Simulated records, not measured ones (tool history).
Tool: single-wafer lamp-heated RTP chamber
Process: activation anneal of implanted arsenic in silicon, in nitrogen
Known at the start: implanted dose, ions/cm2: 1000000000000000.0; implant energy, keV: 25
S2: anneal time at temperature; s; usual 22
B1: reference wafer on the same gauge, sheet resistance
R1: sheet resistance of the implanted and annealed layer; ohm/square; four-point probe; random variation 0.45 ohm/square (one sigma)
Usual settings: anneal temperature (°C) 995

{"run": 1, "hour": 0.0, "anneal temperature (°C)": 995, "S2": 17, "B1": 117.92, "R1": 114.05}
{"run": 2, "hour": 18.8, "anneal temperature (°C)": 995, "S2": 16, "B1": 117.96, "R1": 114.34}
{"hour": 31.1, "done": "pyrometer window cleaned and pyrometer calibrated"}
{"run": 3, "hour": 64.4, "anneal temperature (°C)": 995, "S2": 16, "B1": 117.98, "R1": 114.71}
{"run": 4, "hour": 82.2, "anneal temperature (°C)": 995, "S2": 31, "B1": 117.92, "R1": 109.81}
{"run": 5, "hour": 107.0, "anneal temperature (°C)": 995, "S2": 22, "B1": 118, "R1": 112.07}
{"run": 6, "hour": 126.6, "anneal temperature (°C)": 995, "S2": 22, "B1": 118.03, "R1": 112.01}
{"run": 7, "hour": 162.6, "anneal temperature (°C)": 995, "S2": 22, "B1": 117.96, "R1": 111.72}
{"run": 8, "hour": 195.1, "anneal temperature (°C)": 979, "S2": 12, "B1": 117.83, "R1": 119.9}
{"run": 9, "hour": 208.4, "anneal temperature (°C)": 979, "S2": 12, "B1": 118.01, "R1": 120.86}
{"run": 10, "hour": 230.0, "anneal temperature (°C)": 979, "S2": 12, "B1": 118.05, "R1": 119.27}
{"run": 11, "hour": 260.2, "anneal temperature (°C)": 986, "S2": 22, "B1": 117.99, "R1": 114.27}
{"hour": 287.2, "done": "gauge calibrated"}
{"run": 12, "hour": 288.0, "anneal temperature (°C)": 986, "S2": 22, "B1": 118.02, "R1": 114.15}
{"hour": 333.6, "done": "pyrometer window cleaned and pyrometer calibrated"}
{"hour": 335.3, "done": "reflector plate cleaned"}
{"run": 13, "hour": 348.5, "anneal temperature (°C)": 979, "S2": 22, "B1": 118.01, "R1": 118.17}
{"run": 14, "hour": 383.4, "anneal temperature (°C)": 979, "S2": 22, "B1": 118.05, "R1": 116.44}
{"run": 15, "hour": 412.2, "anneal temperature (°C)": 976, "S2": 11, "B1": 117.97, "R1": 122.61}
{"run": 16, "hour": 504.4, "anneal temperature (°C)": 1011, "S2": 29, "B1": 117.91, "R1": 108.71}
{"run": 17, "hour": 537.2, "anneal temperature (°C)": 995, "S2": 22, "B1": 118.01, "R1": 113.94}
{"run": 18, "hour": 568.3, "anneal temperature (°C)": 995, "S2": 22, "B1": 118, "R1": 113.16}
{"run": 19, "hour": 595.7, "anneal temperature (°C)": 995, "S2": 22, "B1": 117.98, "R1": 113.6}
{"run": 20, "hour": 612.3, "anneal temperature (°C)": 995, "S2": 22, "B1": 118.04, "R1": 113.5}
{"run": 21, "hour": 626.3, "anneal temperature (°C)": 995, "S2": 22, "B1": 118.01, "R1": 112.7}
{"hour": 648.1, "done": "pyrometer window cleaned and pyrometer calibrated"}
{"run": 22, "hour": 648.6, "anneal temperature (°C)": 1019, "S2": 18, "B1": 117.99, "R1": 109.65}
{"run": 23, "hour": 656.2, "anneal temperature (°C)": 1023, "S2": 29, "B1": 118.01, "R1": 107.07}
{"run": 24, "hour": 671.8, "anneal temperature (°C)": 995, "S2": 22, "B1": 117.92, "R1": 113.21}
{"run": 25, "hour": 704.8, "anneal temperature (°C)": 981, "S2": 18, "B1": 117.97, "R1": 117.61}
{"run": 26, "hour": 729.9, "anneal temperature (°C)": 965, "S2": 33, "B1": 118.04, "R1": 117.26}
{"run": 27, "hour": 747.7, "anneal temperature (°C)": 995, "S2": 22, "B1": 117.99, "R1": 113.47}
{"run": 28, "hour": 761.2, "anneal temperature (°C)": 1012, "S2": 16, "B1": 118.11, "R1": 111.78}
{"run": 29, "hour": 774.7, "anneal temperature (°C)": 983, "S2": 28, "B1": 118.01, "R1": 114.01}
{"run": 30, "hour": 810.4, "anneal temperature (°C)": 979, "S2": 30, "B1": 118.13, "R1": 113.96}
{"run": 31, "hour": 834.3, "anneal temperature (°C)": 1010, "S2": 22, "B1": 117.84, "R1": 110.47}
{"run": 32, "hour": 850.3, "anneal temperature (°C)": 975, "S2": 16, "B1": 118.11, "R1": 119.81}
{"run": 33, "hour": 865.1, "anneal temperature (°C)": 995, "S2": 11, "B1": 117.99, "R1": 116.83}
{"run": 34, "hour": 893.1, "anneal temperature (°C)": 995, "S2": 22, "B1": 117.91, "R1": 113.41}
{"run": 35, "hour": 906.9, "anneal temperature (°C)": 1015, "S2": 22, "B1": 118.03, "R1": 109.29}
{"run": 36, "hour": 927.3, "anneal temperature (°C)": 995, "S2": 31, "B1": 118.08, "R1": 110.83}
{"run": 37, "hour": 944.3, "anneal temperature (°C)": 1014, "S2": 26, "B1": 117.97, "R1": 108.42}
{"run": 38, "hour": 971.6, "anneal temperature (°C)": 1018, "S2": 34, "B1": 118.06, "R1": 105.54}

Some steps in R1 between neighbouring runs. How much of each would the tool show without its hidden state too (settings, what came in, random variation), and how much is left for the hidden state, with any gauge scatter that isn't in both results?
The hidden state here: true wafer temperature minus pyrometer reading, K; wafer temperature error from the tarnished reflector plate, K; gauge reads high (%).
Run 7 -> 8: anneal temperature (°C) 995 -> 979, S2 22 -> 12. R1 +8.18 ohm/square: hidden state -0.7, all else +8.88.
Run 12 -> 13: anneal temperature (°C) 986 -> 979, pyrometer window cleaned and pyrometer calibrated, reflector plate cleaned. R1 +4.02 ohm/square: hidden state +1.72, all else +2.3.
Run 15 -> 16: anneal temperature (°C) 976 -> 1011, S2 11 -> 29. R1 -13.9 ohm/square: hidden state +0.03, all else -13.93.
Run 31 -> 32: anneal temperature (°C) 1010 -> 975, S2 22 -> 16. R1 +9.34 ohm/square: hidden state -0.45, all else +9.79.
